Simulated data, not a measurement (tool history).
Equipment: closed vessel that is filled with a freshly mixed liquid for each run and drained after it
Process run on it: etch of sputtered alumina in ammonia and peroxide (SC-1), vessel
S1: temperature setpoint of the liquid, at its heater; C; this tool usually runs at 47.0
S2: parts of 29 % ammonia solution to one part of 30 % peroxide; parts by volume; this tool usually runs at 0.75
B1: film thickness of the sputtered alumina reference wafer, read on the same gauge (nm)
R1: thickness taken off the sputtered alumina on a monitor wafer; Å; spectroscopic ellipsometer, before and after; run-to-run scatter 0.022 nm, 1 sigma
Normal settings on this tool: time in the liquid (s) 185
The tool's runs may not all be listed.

Run 1, hour 0.0: usual settings but S2 0.60 parts by volume; B1 29.96. Result: R1 59.7 Å.
Run 2, hour 62.9: usual settings but S2 0.60 parts by volume; B1 30.00. Result: R1 60.1 Å.
Run 3, hour 128.1: usual settings but S1 40.5 C, time in the liquid (s) 265; B1 30.01. Result: R1 60.4 Å.
Run 4, hour 299.5: usual settings but S1 40.5 C, time in the liquid (s) 265; B1 30.02. Result: R1 60.3 Å.
Run 5, hour 347.9: usual settings but S1 40.5 C, time in the liquid (s) 265; B1 30.02. Result: R1 60.1 Å.
At hour 374.5: new drum of ammonia solution connected.
Run 6, hour 400.4: usual settings but S1 44.5 C; B1 29.99. Result: R1 53.8 Å.
Run 7, hour 425.1: usual settings but S1 44.5 C; B1 29.97. Result: R1 53.9 Å.
At hour 463.2: ammonia flow meter replaced.
Run 8, hour 496.0: usual settings but S1 44.5 C; B1 29.96. Result: R1 54.1 Å.
Run 9, hour 545.4: usual settings; B1 30.01. Result: R1 61.7 Å.
Run 10, hour 581.6: usual settings; B1 29.98. Result: R1 62.3 Å.
Run 11, hour 634.9: usual settings; B1 30.02. Result: R1 62.1 Å.
At hour 657.1: gauge calibrated.
Run 12, hour 671.6: usual settings but S1 44.5 C; B1 30.00. Result: R1 54.3 Å.
Run 13, hour 702.3: usual settings but S1 42.5 C; B1 30.00. Result: R1 48.3 Å.
At hour 773.2: thermometer replaced.
Run 14, hour 847.2: usual settings but S1 43.0 C; B1 30.06. Result: R1 45.6 Å.
Run 15, hour 872.5: usual settings; B1 30.01. Result: R1 57.8 Å.

For run 16, what comes out?
Run 16, hour 917.6: usual settings; B1 ?. Result: R1 ?.

B1: 30.01
R1: 57.3 Å
Without the tool's hidden state the same run would have given R1 57.2 Å.
